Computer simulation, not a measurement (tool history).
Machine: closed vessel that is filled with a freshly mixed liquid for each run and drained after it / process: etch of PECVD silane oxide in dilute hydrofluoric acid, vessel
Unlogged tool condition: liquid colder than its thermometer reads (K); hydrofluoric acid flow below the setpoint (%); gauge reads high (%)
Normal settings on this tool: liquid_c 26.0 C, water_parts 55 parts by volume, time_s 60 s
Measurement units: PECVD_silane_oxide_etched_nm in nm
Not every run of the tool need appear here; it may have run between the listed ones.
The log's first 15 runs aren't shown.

| run | hour | liquid_c | water_parts | time_s | wafers since the last listed run | hours since the thermometer was replaced | hours since the hydrofluoric acid flow meter was replaced | hours since the gauge calibration | read-back film thickness of the PECVD silane oxide reference wafer, read on the same gauge (nm) | PECVD_silane_oxide_etched_nm |
|---|---|---|---|---|---|---|---|---|---|---|
|  | 686.1 | thermometer replaced |
| 16 | 712.2 | 26.0 | 55 | 60 | 4507 | 26.1 | 179.2 | 1139.6 | 110.03 | 30.94 |
| 17 | 766.6 | 26.0 | 40 | 60 | 5365 | 80.5 | 233.6 | 1194.0 | 110.00 | 43.85 |
| 18 | 793.5 | 23.5 | 55 | 70 | 2653 | 107.4 | 260.5 | 1220.9 | 109.97 | 32.76 |
| 19 | 839.6 | 26.0 | 40 | 80 | 4547 | 153.5 | 306.6 | 1267.0 | 110.00 | 58.17 |
| 20 | 886.2 | 23.5 | 45 | 60 | 4596 | 200.1 | 353.2 | 1313.6 | 109.99 | 34.68 |
| 21 | 957.3 | 30.0 | 70 | 90 | 7012 | 271.2 | 424.3 | 1384.7 | 109.95 | 42.17 |
| 22 | 1018.6 | 28.0 | 25 | 90 | 6046 | 332.5 | 485.6 | 1446.0 | 110.02 | 115.79 |
| 23 | 1081.8 | 26.0 | 25 | 35 | 6233 | 395.7 | 548.8 | 1509.2 | 110.03 | 41.53 |
| 24 | 1113.6 | 24.5 | 45 | 60 | 3136 | 427.5 | 580.6 | 1541.0 | 109.98 | 36.11 |
| 25 | 1183.9 | 26.0 | 55 | 80 | 6934 | 497.8 | 650.9 | 1611.3 | 110.00 | 41.10 |
|  | 1186.2 | gauge calibrated |
| 26 | 1325.7 | 28.5 | 55 | 60 | 13986 | 639.6 | 792.7 | 139.5 | 109.99 | 34.64 |
| 27 | 1381.9 | 27.5 | 55 | 75 | 5543 | 695.8 | 848.9 | 195.7 | 109.99 | 41.22 |
| 28 | 1452.9 | 23.0 | 85 | 85 | 7003 | 766.8 | 919.9 | 266.7 | 109.99 | 24.38 |
|  | 1468.4 | thermometer replaced |
| 29 | 1477.7 | 26.0 | 55 | 60 | 2347 | 9.3 | 944.7 | 291.5 | 109.99 | 30.91 |
| 30 | 1503.6 | 26.0 | 55 | 60 | 2554 | 35.2 | 970.6 | 317.4 | 110.00 | 30.90 |
| 31 | 1566.6 | 26.0 | 55 | 60 | 6213 | 98.2 | 1033.6 | 380.4 | 109.99 | 30.94 |

3 ways to go on from here, each from the tool as it stands after run 31. What would each give?
| A | 1567.3 | 26.0 | 55 | 60 | 69 | 98.9 | 1034.3 | 381.1 | ? | ? |
| B | 1567.3 | 29.5 | 85 | 90 | 69 | 98.9 | 1034.3 | 381.1 | ? | ? |
| C | 1567.3 | 28.0 | 55 | 60 | 69 | 98.9 | 1034.3 | 381.1 | ? | ? |

| run | read-back film thickness of the PECVD silane oxide reference wafer, read on the same gauge (nm) | PECVD_silane_oxide_etched_nm |
|---|---|---|
| A | 109.97 | 30.98 |
| B | 109.97 | 33.07 |
| C | 109.97 | 33.56 |
The same runs, with their run-to-run variation unchanged, on a tool lacking any hidden condition would have given:
| run | PECVD_silane_oxide_etched_nm |
|---|---|
| A | 30.98 |
| B | 33.07 |
| C | 33.56 |
